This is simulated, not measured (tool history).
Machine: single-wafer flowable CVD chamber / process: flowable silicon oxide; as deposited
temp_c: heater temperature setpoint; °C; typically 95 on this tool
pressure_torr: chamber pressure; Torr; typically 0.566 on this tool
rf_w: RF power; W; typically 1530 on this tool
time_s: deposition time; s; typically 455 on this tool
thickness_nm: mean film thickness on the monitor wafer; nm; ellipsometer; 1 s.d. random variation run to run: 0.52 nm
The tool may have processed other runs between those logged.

run     day  temp_c  pressure_torr  rf_w  time_s  wafers since the last listed run  hours since the last thermocouple change  hours since the last RF generator calibration  hours since the last manometer calibration  hours since the showerhead was replaced  hours since the gauge calibration  read-back reference wafer on the same gauge, thickness_nm  thickness_nm
  1   0.000      95          0.566  1530     401                                 0                                    1695.3                                         1890.3                                       834.1                                     25.1                              138.5                                                    205.360       198.819
  2   0.571      95          0.669  1530     455                                71                                    1709.0                                         1904.0                                       847.8                                     38.8                              152.2                                                    205.158       265.977
  3   0.850      95          0.669  1530     455                                34                                    1715.7                                         1910.7                                       854.5                                     45.5                              158.9                                                    205.121       268.216
  4   1.171      95          0.669  1530     455                                39                                    1723.4                                         1918.4                                       862.2                                     53.2                              166.6                                                    205.105       267.115
  5   1.533      95          0.566  1530     455                                45                                    1732.1                                         1927.1                                       870.9                                     61.9                              175.3                                                    204.928       224.808
  6   2.250     100          0.678  1300     532                                89                                    1749.3                                         1944.3                                       888.1                                     79.1                              192.5                                                    204.994       251.389
  7   2.542      80          0.451  1310     523                                36                                    1756.3                                         1951.3                                       895.1                                     86.1                              199.5                                                    205.045       284.318
  8   2.846     109          0.566  1530     505                                37                                    1763.6                                         1958.6                                       902.4                                     93.4                              206.8                                                    205.013       166.077
      3.525  -- RF generator calibrated
  9   3.546     100          0.608  1615     411                                45                                    1780.4                                            0.5                                       919.2                                    110.2                              223.6                                                    204.984       193.685
 10   3.996      95          0.566  1530     455                                56                                    1791.2                                           11.3                                       930.0                                    121.0                              234.4                                                    204.793       226.438
 11   4.425      95          0.426  1340     369                                53                                    1801.5                                           21.6                                       940.3                                    131.3                              244.7                                                    205.131       130.417
 12   5.021      95          0.566  1530     455                                74                                    1815.8                                           35.9                                       954.6                                    145.6                              259.0                                                    204.694       226.786
 13   5.946      83          0.657  1530     455                               115                                    1838.0                                           58.1                                       976.8                                    167.8                              281.2                                                    205.017       362.815
 14   6.425      95          0.566  1530     488                                59                                    1849.5                                           69.6                                       988.3                                    179.3                              292.7                                                    205.159       243.039
      7.817  -- thermocouple changed; heater temperature recalibrated
 15   8.033      89          0.426  1530     513                               158                                       5.2                                          108.2                                      1026.9                                    217.9                              331.3                                                    204.980       205.053
      8.367  -- capacitance manometer re-zeroed and calibrated
 16   8.400     101          0.618  1680     508                                 4                                      14.0                                          117.0                                         0.8                                    226.7                              340.1                                                    204.861       213.122
 17   8.762     103          0.497  1305     489                                45                                      22.7                                          125.7                                         9.5                                    235.4                              348.8                                                    205.022       139.178
      9.062  -- gauge calibrated
 18   9.067      95          0.702  1530     390                                37                                      30.0                                          133.0                                        16.8                                    242.7                                0.1                                                    205.058       214.347
 19   9.504      95          0.566  1530     455                                54                                      40.5                                          143.5                                        27.3                                    253.2                               10.6                                                    205.099       201.196
 20  10.046      95          0.566  1410     378                                67                                      53.5                                          156.5                                        40.3                                    266.2                               23.6                                                    204.975       161.603
 21  10.646      84          0.625  1680     535                                74                                      67.9                                          170.9                                        54.7                                    280.6                               38.0                                                    205.157       368.917
 22  11.121     100          0.566  1270     455                                59                                      79.3                                          182.3                                        66.1                                    292.0                               49.4                                                    204.954       158.451
 23  11.488     107          0.606  1620     455                                45                                      88.1                                          191.1                                        74.9                                    300.8                               58.2                                                    204.969       155.216
 24  13.671      95          0.566  1530     432                               271                                     140.5                                          243.5                                       127.3                                    353.2                              110.6                                                    204.901       192.232
 25  14.196      95          0.566  1530     455                                65                                     153.1                                          256.1                                       139.9                                    365.8                              123.2                                                    205.227       202.986
 26  14.767      95          0.566  1530     455                                71                                     166.8                                          269.8                                       153.6                                    379.5                              136.9                                                    205.001       202.492
 27  15.292      95          0.566  1530     455                                65                                     179.4                                          282.4                                       166.2                                    392.1                              149.5                                                    204.969       203.823

5 options for the next run, each taken on its own from the tool as it stands now. Forecast them:
  A  15.312      95          0.566  1530     455                                 2                                     179.9                                          282.9                                       166.7                                    392.6                              150.0                                                          ?             ?
  B  15.312      95          0.566  1530     416                                 2                                     179.9                                          282.9                                       166.7                                    392.6                              150.0                                                          ?             ?
  C  15.312     105          0.566  1810     531                                 2                                     179.9                                          282.9                                       166.7                                    392.6                              150.0                                                          ?             ?
  D  15.312     105          0.566  1530     494                                 2                                     179.9                                          282.9                                       166.7                                    392.6                              150.0                                                          ?             ?
  E  15.312     110          0.664  1530     455                                 2                                     179.9                                          282.9                                       166.7                                    392.6                              150.0                                                          ?             ?

run  read-back reference wafer on the same gauge, thickness_nm  thickness_nm
  A                                                    204.888       203.176
  B                                                    204.888       185.761
  C                                                    204.888       187.694
  D                                                    204.888       164.753
  E                                                    204.888       154.062
Had the tool no hidden state, the same runs would have come out as:
run  thickness_nm
  A       196.634
  B       179.780
  C       181.584
  D       159.389
  E       149.159
